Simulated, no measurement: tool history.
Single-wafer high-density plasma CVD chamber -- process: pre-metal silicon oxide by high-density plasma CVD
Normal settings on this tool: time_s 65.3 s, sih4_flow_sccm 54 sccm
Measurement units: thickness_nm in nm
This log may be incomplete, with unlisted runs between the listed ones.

run	hour	time_s	sih4_flow_sccm	read-back reference wafer on the same gauge, thickness_nm	thickness_nm
1	0.0	65.3	54	384.930	368.795
2	95.5	65.3	54	384.675	365.685
3	192.8	65.3	54	384.969	365.647
4	262.8	56.7	54	384.719	318.260
5	356.6	56.7	54	384.179	315.907
6	397.0	70.1	62	383.312	445.741
7	498.8	65.3	54	381.979	362.716
# hour 524.3: silane flow controller replaced
8	560.1	65.3	54	382.000	364.914
9	634.3	68.7	61	381.458	431.230
10	956.6	74.7	59	376.779	448.605
11	1001.1	71.9	54	376.152	393.252
# hour 1050.8: gauge calibrated
12	1087.1	65.3	54	386.919	369.526
13	1180.4	71.9	63	386.282	475.247
14	1259.6	65.3	54	386.147	367.580
15	1305.3	65.3	54	385.954	368.042
16	1344.1	54.6	64	385.899	363.987
17	1393.0	76.6	63	385.449	503.656

Forecast each of these 3 alternatives for the next run:
A	1393.4	65.3	54	?	?
B	1393.4	54.8	58	?	?
C	1393.4	75.0	65	?	?

run	read-back reference wafer on the same gauge, thickness_nm	thickness_nm
A	385.119	367.274
B	385.119	331.048
C	385.119	507.759
Stripped of hidden state, with their random variation kept, the same runs would have yielded:
run	thickness_nm
A	366.530
B	330.378
C	506.731
